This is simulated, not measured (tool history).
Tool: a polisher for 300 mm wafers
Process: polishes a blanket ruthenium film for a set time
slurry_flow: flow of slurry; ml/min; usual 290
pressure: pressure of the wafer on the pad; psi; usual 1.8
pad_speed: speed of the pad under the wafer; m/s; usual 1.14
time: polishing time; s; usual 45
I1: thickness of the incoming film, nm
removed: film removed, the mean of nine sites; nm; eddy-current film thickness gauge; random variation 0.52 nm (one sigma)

Run 1, hour 0.0: usual settings; I1 446.8. Result: removed 57.6 nm.
Run 2, hour 28.4: usual settings; I1 439.5. Result: removed 57.2 nm.
Run 3, hour 50.9: usual settings; I1 438.1. Result: removed 57.7 nm.
Run 4, hour 68.5: usual settings; I1 440.3. Result: removed 57.5 nm.
Run 5, hour 101.1: usual settings; I1 436.9. Result: removed 58.0 nm.
Run 6, hour 114.3: usual settings; I1 439.9. Result: removed 57.4 nm.
Run 7, hour 133.4: usual settings but pad_speed 1.42 m/s, time 54 s; I1 436.0. Result: removed 80.1 nm.
At hour 151.3: worn pad replaced by a new one.
Run 8, hour 157.7: usual settings but pad_speed 1.42 m/s, time 54 s; I1 431.9. Result: removed 77.9 nm.
Run 9, hour 191.0: usual settings but pad_speed 1.42 m/s, time 54 s; I1 444.7. Result: removed 77.9 nm.
At hour 200.5: slurry nozzle cleaned.
Run 10, hour 232.3: usual settings; I1 442.5. Result: removed 57.6 nm.
Run 11, hour 244.7: usual settings; I1 436.3. Result: removed 57.8 nm.
Run 12, hour 268.9: usual settings; I1 439.3. Result: removed 57.7 nm.
Run 13, hour 291.8: usual settings; I1 442.2. Result: removed 58.6 nm.
Run 14, hour 308.8: usual settings; I1 435.6. Result: removed 57.9 nm.
Run 15, hour 342.3: usual settings; I1 442.8. Result: removed 57.3 nm.
Run 16, hour 377.9: usual settings; I1 440.7. Result: removed 57.0 nm.
Run 17, hour 395.6: usual settings but pad_speed 1.36 m/s; I1 444.8. Result: removed 63.6 nm.
At hour 416.6: worn pad replaced by a new one.
Run 18, hour 417.9: usual settings; I1 435.2. Result: removed 57.2 nm.
Run 19, hour 450.3: usual settings but slurry_flow 200 ml/min, pressure 2.0 psi, pad_speed 0.90 m/s, time 31 s; I1 434.1. Result: removed 37.3 nm.
Run 20, hour 481.5: usual settings but pad_speed 0.84 m/s; I1 447.6. Result: removed 48.9 nm.
Run 21, hour 498.8: usual settings; I1 442.4. Result: removed 58.5 nm.
At hour 503.3: slurry nozzle cleaned.
Run 22, hour 540.4: usual settings but slurry_flow 240 ml/min; I1 448.9. Result: removed 57.9 nm.
Run 23, hour 569.5: usual settings but slurry_flow 235 ml/min, pressure 1.5 psi, pad_speed 1.40 m/s, time 40 s; I1 432.8. Result: removed 48.9 nm.
At hour 580.3: head pressure recalibrated.
Run 24, hour 636.1: usual settings but slurry_flow 255 ml/min, pressure 1.3 psi, pad_speed 0.78 m/s, time 49 s; I1 437.6. Result: removed 38.9 nm.
Run 25, hour 648.7: usual settings; I1 441.1. Result: removed 61.2 nm.
At hour 661.4: worn pad replaced by a new one.
Run 26, hour 670.3: usual settings but slurry_flow 260 ml/min, pressure 2.4 psi; I1 442.5. Result: removed 77.8 nm.
Run 27, hour 701.8: usual settings but pressure 2.1 psi, time 52 s; I1 438.5. Result: removed 81.0 nm.
Run 28, hour 736.0: usual settings but pad_speed 1.40 m/s; I1 440.3. Result: removed 70.3 nm.
At hour 751.5: head pressure recalibrated, repeated, since the last time left the tool worse.
Run 29, hour 769.8: usual settings but pressure 2.1 psi, time 52 s; I1 447.8. Result: removed 72.4 nm.
Run 30, hour 796.0: usual settings but slurry_flow 260 ml/min; I1 448.3. Result: removed 55.0 nm.
Run 31, hour 809.0: usual settings but time 51 s; I1 440.6. Result: removed 62.1 nm.
Run 32, hour 836.5: usual settings but pressure 2.2 psi, time 58 s; I1 436.4. Result: removed 85.5 nm.
Run 33, hour 857.1: usual settings; I1 442.3. Result: removed 55.0 nm.
At hour 889.9: worn pad replaced by a new one.
Run 34, hour 891.4: usual settings but slurry_flow 345 ml/min, pressure 1.4 psi, time 53 s; I1 443.9. Result: removed 52.2 nm.
At hour 894.0: slurry nozzle cleaned.
Run 35, hour 909.1: usual settings but slurry_flow 370 ml/min, time 29 s; I1 436.4. Result: removed 36.8 nm.
Run 36, hour 940.9: usual settings but slurry_flow 260 ml/min, pad_speed 1.24 m/s, time 50 s; I1 439.1. Result: removed 63.5 nm.
Run 37, hour 957.8: usual settings but pressure 2.1 psi, pad_speed 1.54 m/s, time 61 s; I1 441.8. Result: removed 105.2 nm.
Run 38, hour 976.6: usual settings but slurry_flow 385 ml/min, pad_speed 1.46 m/s, time 38 s; I1 434.9. Result: removed 55.7 nm.

Measured less the same run without the tool's hidden state. The same run-to-run variation is in both; the gauge's scatter may not be:
The hidden state here: removal rate lost through wear of the pad, %; slurry flow missing at the pad, %; deviation of the head's pressure from its setpoint, %.
run  removed
  1     +2.1
  2     +2.2
  3     +2.3
  4     +2.3
  5     +2.4
  6     +2.4
  7     +3.4
  8     +3.4
  9     +3.5
 10     +2.7
 11     +2.7
 12     +2.8
 13     +2.9
 14     +2.9
 15     +2.9
 16     +3.0
 17     +3.4
 18     +3.1
 19     +2.1
 20     +2.7
 21     +3.4
 22     +3.5
 23     +3.0
 24     +3.9
 25     +6.2
 26     +7.9
 27     +8.4
 28     +7.3
 29     -0.2
 30     -0.1
 31     -0.1
 32     +0.1
 33     +0.1
 34     +0.1
 35     +0.2
 36     +0.3
 37     +0.6
 38     +0.4
